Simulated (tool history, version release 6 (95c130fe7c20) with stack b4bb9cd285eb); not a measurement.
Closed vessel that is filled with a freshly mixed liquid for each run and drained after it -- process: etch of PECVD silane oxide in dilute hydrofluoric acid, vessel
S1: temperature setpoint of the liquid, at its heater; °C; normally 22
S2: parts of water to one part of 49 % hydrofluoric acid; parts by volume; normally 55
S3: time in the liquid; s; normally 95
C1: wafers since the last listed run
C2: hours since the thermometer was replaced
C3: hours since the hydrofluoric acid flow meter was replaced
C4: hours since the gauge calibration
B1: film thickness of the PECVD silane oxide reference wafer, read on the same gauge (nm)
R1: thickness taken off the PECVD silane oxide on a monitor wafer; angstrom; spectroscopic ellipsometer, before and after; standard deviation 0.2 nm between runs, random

run 1 hour=0 | S1=24.5 S2=55 S3=110 | C1=0 C2=595.9 C3=1181.6 C4=61.6 | B1=50 | R1=377.2
run 2 hour=82.6 | S1=24.5 S2=55 S3=110 | C1=9042 C2=678.5 C3=1264.2 C4=144.2 | B1=49.99 | R1=374.4
run 3 hour=150.9 | S1=20.5 S2=55 S3=130 | C1=7476 C2=746.8 C3=1332.5 C4=212.5 | B1=50 | R1=382.1
run 4 hour=238.5 | S1=20.5 S2=55 S3=130 | C1=9589 C2=834.4 C3=1420.1 C4=300.1 | B1=49.99 | R1=379.3
run 5 hour=292.4 | S1=20.5 S2=55 S3=130 | C1=5900 C2=888.3 C3=1474 C4=354 | B1=50.01 | R1=380
run 6 hour=344.5 | S1=19 S2=55 S3=135 | C1=5703 C2=940.4 C3=1526.1 C4=406.1 | B1=50 | R1=370.9
run 7 hour=414.5 | S1=22 S2=55 S3=95 | C1=7662 C2=1010.4 C3=1596.1 C4=476.1 | B1=49.99 | R1=298.5
run 8 hour=455.9 | S1=22 S2=55 S3=95 | C1=4532 C2=1051.8 C3=1637.5 C4=517.5 | B1=49.97 | R1=300.7
run 9 hour=498.3 | S1=26.5 S2=35 S3=130 | C1=4641 C2=1094.2 C3=1679.9 C4=559.9 | B1=50.02 | R1=800.5
-- hour=507.3 thermometer replaced
run 10 hour=588.1 | S1=18.5 S2=70 S3=145 | C1=9720 C2=80.8 C3=1769.7 C4=649.7 | B1=50.01 | R1=302.2
run 11 hour=660 | S1=22 S2=55 S3=95 | C1=7870 C2=152.7 C3=1841.6 C4=721.6 | B1=50.01 | R1=300.9
run 12 hour=703.9 | S1=25.5 S2=45 S3=95 | C1=4805 C2=196.6 C3=1885.5 C4=765.5 | B1=50.01 | R1=431.7
run 13 hour=741.7 | S1=22 S2=80 S3=45 | C1=4137 C2=234.4 C3=1923.3 C4=803.3 | B1=50 | R1=94.9
-- hour=750.5 hydrofluoric acid flow meter replaced
-- hour=816.2 gauge calibrated
run 14 hour=824.8 | S1=17.5 S2=55 S3=95 | C1=8987 C2=317.5 C3=74.3 C4=8.6 | B1=49.98 | R1=230.9
run 15 hour=922.9 | S1=19.5 S2=80 S3=120 | C1=10739 C2=415.6 C3=172.4 C4=106.7 | B1=50.01 | R1=216
run 16 hour=1019 | S1=24.5 S2=30 S3=95 | C1=10520 C2=511.7 C3=268.5 C4=202.8 | B1=49.99 | R1=601.5
run 17 hour=1066.5 | S1=22 S2=40 S3=135 | C1=5199 C2=559.2 C3=316 C4=250.3 | B1=50 | R1=567

What was the tool's hidden state at every run in the log?
liquid hotter than its thermometer reads (K): 0 across all the runs
gauge reads high (%): 0 across all the runs
H1: hydrofluoric acid flow above the setpoint (%)
run=1 H1=4.85
run=2 H1=5.16
run=3 H1=5.41
run=4 H1=5.73
run=5 H1=5.93
run=6 H1=6.12
run=7 H1=6.37
run=8 H1=6.53
run=9 H1=6.68
run=10 H1=7.01
run=11 H1=7.27
run=12 H1=7.43
run=13 H1=7.57
run=14 H1=0.934
run=15 H1=1.29
run=16 H1=1.65
run=17 H1=1.82
